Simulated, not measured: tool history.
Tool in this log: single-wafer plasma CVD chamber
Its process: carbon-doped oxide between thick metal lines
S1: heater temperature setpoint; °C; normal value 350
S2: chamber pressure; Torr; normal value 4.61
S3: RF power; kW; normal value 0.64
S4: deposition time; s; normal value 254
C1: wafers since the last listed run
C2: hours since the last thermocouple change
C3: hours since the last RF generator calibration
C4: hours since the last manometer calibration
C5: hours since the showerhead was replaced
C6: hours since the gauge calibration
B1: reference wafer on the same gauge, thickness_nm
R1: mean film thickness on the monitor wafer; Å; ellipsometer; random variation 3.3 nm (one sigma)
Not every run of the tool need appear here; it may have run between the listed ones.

{"run": 1, "hour": 0.0, "S1": 350, "S2": 5.35, "S3": 0.72, "S4": 254, "C1": 0, "C2": 826.4, "C3": 1467.7, "C4": 1758.8, "C5": 2431.6, "C6": 536.3, "B1": 1279.867, "R1": 15065.11}
{"run": 2, "hour": 46.6, "S1": 350, "S2": 5.35, "S3": 0.72, "S4": 254, "C1": 333, "C2": 873, "C3": 1514.3, "C4": 1805.4, "C5": 2478.2, "C6": 582.9, "B1": 1279.692, "R1": 15028.32}
{"run": 3, "hour": 95.1, "S1": 350, "S2": 4.61, "S3": 0.64, "S4": 254, "C1": 347, "C2": 921.5, "C3": 1562.8, "C4": 1853.9, "C5": 2526.7, "C6": 631.4, "B1": 1280.296, "R1": 13841.1}
{"run": 4, "hour": 146.5, "S1": 350, "S2": 4.61, "S3": 0.64, "S4": 254, "C1": 368, "C2": 972.9, "C3": 1614.2, "C4": 1905.3, "C5": 2578.1, "C6": 682.8, "B1": 1279.837, "R1": 13878.4}
{"run": 5, "hour": 174.0, "S1": 350, "S2": 4.61, "S3": 0.64, "S4": 254, "C1": 196, "C2": 1000.4, "C3": 1641.7, "C4": 1932.8, "C5": 2605.6, "C6": 710.3, "B1": 1279.601, "R1": 13836.3}
{"run": 6, "hour": 200.8, "S1": 350, "S2": 4.61, "S3": 0.64, "S4": 254, "C1": 191, "C2": 1027.2, "C3": 1668.5, "C4": 1959.6, "C5": 2632.4, "C6": 737.1, "B1": 1280.293, "R1": 13855.55}
{"run": 7, "hour": 249.9, "S1": 350, "S2": 4.61, "S3": 0.64, "S4": 254, "C1": 351, "C2": 1076.3, "C3": 1717.6, "C4": 2008.7, "C5": 2681.5, "C6": 786.2, "B1": 1280.381, "R1": 13830.5}
{"run": 8, "hour": 306.7, "S1": 350, "S2": 4.61, "S3": 0.64, "S4": 254, "C1": 406, "C2": 1133.1, "C3": 1774.4, "C4": 2065.5, "C5": 2738.3, "C6": 843, "B1": 1279.443, "R1": 13821.74}
{"run": 9, "hour": 375.6, "S1": 350, "S2": 4.61, "S3": 0.64, "S4": 254, "C1": 493, "C2": 1202, "C3": 1843.3, "C4": 2134.4, "C5": 2807.2, "C6": 911.9, "B1": 1279.263, "R1": 13846.71}
{"run": 10, "hour": 409.5, "S1": 350, "S2": 4.61, "S3": 0.64, "S4": 254, "C1": 242, "C2": 1235.9, "C3": 1877.2, "C4": 2168.3, "C5": 2841.1, "C6": 945.8, "B1": 1278.762, "R1": 13842.21}
{"hour": 442.6, "done": "showerhead replaced"}
{"run": 11, "hour": 443.1, "S1": 340, "S2": 5.26, "S3": 0.675, "S4": 304, "C1": 183, "C2": 1269.5, "C3": 1910.8, "C4": 2201.9, "C5": 0.5, "C6": 979.4, "B1": 1278.714, "R1": 17935.78}
{"hour": 447.5, "done": "gauge calibrated"}
{"hour": 468.1, "done": "RF generator calibrated"}
{"run": 12, "hour": 506.3, "S1": 350, "S2": 4.61, "S3": 0.695, "S4": 221, "C1": 395, "C2": 1332.7, "C3": 38.2, "C4": 2265.1, "C5": 63.7, "C6": 58.8, "B1": 1280.504, "R1": 12584.87}
{"run": 13, "hour": 575.7, "S1": 337, "S2": 4.61, "S3": 0.64, "S4": 254, "C1": 497, "C2": 1402.1, "C3": 107.6, "C4": 2334.5, "C5": 133.1, "C6": 128.2, "B1": 1279.43, "R1": 14442.25}
{"hour": 597.5, "done": "capacitance manometer re-zeroed and calibrated"}
{"hour": 598.5, "done": "thermocouple changed; heater temperature recalibrated"}
{"run": 14, "hour": 601.1, "S1": 350, "S2": 4.61, "S3": 0.64, "S4": 254, "C1": 117, "C2": 2.6, "C3": 133, "C4": 3.6, "C5": 158.5, "C6": 153.6, "B1": 1279.884, "R1": 13854.24}
{"run": 15, "hour": 670.6, "S1": 350, "S2": 4.61, "S3": 0.64, "S4": 254, "C1": 497, "C2": 72.1, "C3": 202.5, "C4": 73.1, "C5": 228, "C6": 223.1, "B1": 1281.517, "R1": 13820.54}
{"run": 16, "hour": 699.9, "S1": 350, "S2": 4.61, "S3": 0.64, "S4": 254, "C1": 209, "C2": 101.4, "C3": 231.8, "C4": 102.4, "C5": 257.3, "C6": 252.4, "B1": 1280.811, "R1": 13871.72}
{"run": 17, "hour": 759.3, "S1": 341, "S2": 3.9, "S3": 0.64, "S4": 207, "C1": 425, "C2": 160.8, "C3": 291.2, "C4": 161.8, "C5": 316.7, "C6": 311.8, "B1": 1280.514, "R1": 11323.56}
{"run": 18, "hour": 797.4, "S1": 341, "S2": 3.71, "S3": 0.725, "S4": 254, "C1": 272, "C2": 198.9, "C3": 329.3, "C4": 199.9, "C5": 354.8, "C6": 349.9, "B1": 1280.454, "R1": 14669.19}
{"run": 19, "hour": 860.2, "S1": 350, "S2": 4.17, "S3": 0.565, "S4": 254, "C1": 449, "C2": 261.7, "C3": 392.1, "C4": 262.7, "C5": 417.6, "C6": 412.7, "B1": 1281.057, "R1": 12790.22}
{"run": 20, "hour": 898.5, "S1": 345, "S2": 3.91, "S3": 0.715, "S4": 298, "C1": 274, "C2": 300, "C3": 430.4, "C4": 301, "C5": 455.9, "C6": 451, "B1": 1280.383, "R1": 17044.65}
{"run": 21, "hour": 929.8, "S1": 350, "S2": 5.21, "S3": 0.64, "S4": 285, "C1": 224, "C2": 331.3, "C3": 461.7, "C4": 332.3, "C5": 487.2, "C6": 482.3, "B1": 1279.389, "R1": 15888.76}

Here are 5 independent what-if runs from the current tool condition. What would each one return?
{"run": "A", "hour": 930.3, "S1": 350, "S2": 4.61, "S3": 0.64, "S4": 254, "C1": 3, "C2": 331.8, "C3": 462.2, "C4": 332.8, "C5": 487.7, "C6": 482.8, "B1": "?", "R1": "?"}
{"run": "B", "hour": 930.3, "S1": 342, "S2": 4.61, "S3": 0.64, "S4": 222, "C1": 3, "C2": 331.8, "C3": 462.2, "C4": 332.8, "C5": 487.7, "C6": 482.8, "B1": "?", "R1": "?"}
{"run": "C", "hour": 930.3, "S1": 350, "S2": 4.94, "S3": 0.64, "S4": 254, "C1": 3, "C2": 331.8, "C3": 462.2, "C4": 332.8, "C5": 487.7, "C6": 482.8, "B1": "?", "R1": "?"}
{"run": "D", "hour": 930.3, "S1": 350, "S2": 4.61, "S3": 0.765, "S4": 300, "C1": 3, "C2": 331.8, "C3": 462.2, "C4": 332.8, "C5": 487.7, "C6": 482.8, "B1": "?", "R1": "?"}
{"run": "E", "hour": 930.3, "S1": 346, "S2": 4.07, "S3": 0.555, "S4": 220, "C1": 3, "C2": 331.8, "C3": 462.2, "C4": 332.8, "C5": 487.7, "C6": 482.8, "B1": "?", "R1": "?"}

run=A B1=1281.617 R1=13819.2
run=B B1=1281.617 R1=12382.38
run=C B1=1281.617 R1=13982.5
run=D B1=1281.617 R1=17901.8
run=E B1=1281.617 R1=11019.86
Without the tool's hidden state the same runs would have given:
run=A R1=13819.2
run=B R1=12382.38
run=C R1=13982.5
run=D R1=17901.8
run=E R1=11019.86
